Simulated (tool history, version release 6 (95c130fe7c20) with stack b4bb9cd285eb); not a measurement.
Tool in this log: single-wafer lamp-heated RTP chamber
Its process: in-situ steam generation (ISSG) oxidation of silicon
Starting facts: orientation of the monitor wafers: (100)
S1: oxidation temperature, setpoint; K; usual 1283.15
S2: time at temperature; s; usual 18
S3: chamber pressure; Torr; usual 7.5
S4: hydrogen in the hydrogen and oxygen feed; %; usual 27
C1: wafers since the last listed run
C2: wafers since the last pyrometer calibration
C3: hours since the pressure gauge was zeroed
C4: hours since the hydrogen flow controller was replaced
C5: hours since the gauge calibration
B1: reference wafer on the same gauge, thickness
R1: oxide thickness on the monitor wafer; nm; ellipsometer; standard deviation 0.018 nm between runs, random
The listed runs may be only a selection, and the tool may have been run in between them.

run,hour,S1,S2,S3,S4,C1,C2,C3,C4,C5,B1,R1
1,0.0,1283.15,18,7.5,27,0,5325,3138.0,5370.9,451.3,6.405,5.739
2,79.3,1283.15,18,7.5,27,927,6252,3217.3,5450.2,530.6,6.394,5.768
# hour 139.3: pyrometer window cleaned and pyrometer calibrated
3,143.0,1283.15,18,7.5,24,651,43,3281.0,5513.9,594.3,6.407,5.483
4,223.1,1283.15,18,7.5,24,936,980,3361.1,5594.0,674.4,6.398,5.456
5,289.9,1283.15,18,7.5,24,781,1761,3427.9,5660.8,741.2,6.402,5.487
6,327.7,1283.15,18,8.5,27,441,2203,3465.7,5698.6,779.0,6.391,5.646
# hour 371.6: gauge calibrated
7,410.3,1283.15,18,7.5,27,965,3168,3548.3,5781.2,38.7,6.396,5.698
# hour 456.9: pressure gauge zeroed
# hour 471.8: hydrogen flow controller replaced
8,512.9,1283.15,18,7.5,27,1012,4181,56.0,41.1,141.3,6.395,5.745
9,565.4,1283.15,18,8.4,27,613,4795,108.5,93.6,193.8,6.401,5.732
# hour 648.4: pyrometer window cleaned and pyrometer calibrated
10,668.0,1283.15,18,7.5,27,1106,228,211.1,196.2,296.4,6.409,5.625
11,763.2,1283.15,18,7.5,22,1113,1341,306.3,291.4,391.6,6.403,5.372
12,867.7,1283.15,18,7.5,27,1221,2563,410.8,395.9,496.1,6.400,5.705
13,938.0,1283.15,16,7.5,32,821,3385,481.1,466.2,566.4,6.399,5.702
14,979.2,1283.15,18,6.9,27,481,3867,522.3,507.4,607.6,6.400,5.728
15,1020.0,1273.15,18,7.0,27,477,4344,563.1,548.2,648.4,6.402,5.504
16,1110.6,1283.15,18,7.5,27,1059,5403,653.7,638.8,739.0,6.393,5.828

Below are 3 alternative next runs, each starting from the tool's condition after run 16. Predict each:
A,1111.0,1283.15,18,7.5,27,4,5408,654.1,639.2,739.4,?,?
B,1111.0,1278.15,12,6.9,22,4,5408,654.1,639.2,739.4,?,?
C,1111.0,1283.15,23,7.5,27,4,5408,654.1,639.2,739.4,?,?

run,B1,R1
A,6.396,5.810
B,6.396,4.464
C,6.396,6.530
Stripped of hidden state, with their random variation kept, the same runs would have yielded:
run,R1
A,5.631
B,4.347
C,6.315

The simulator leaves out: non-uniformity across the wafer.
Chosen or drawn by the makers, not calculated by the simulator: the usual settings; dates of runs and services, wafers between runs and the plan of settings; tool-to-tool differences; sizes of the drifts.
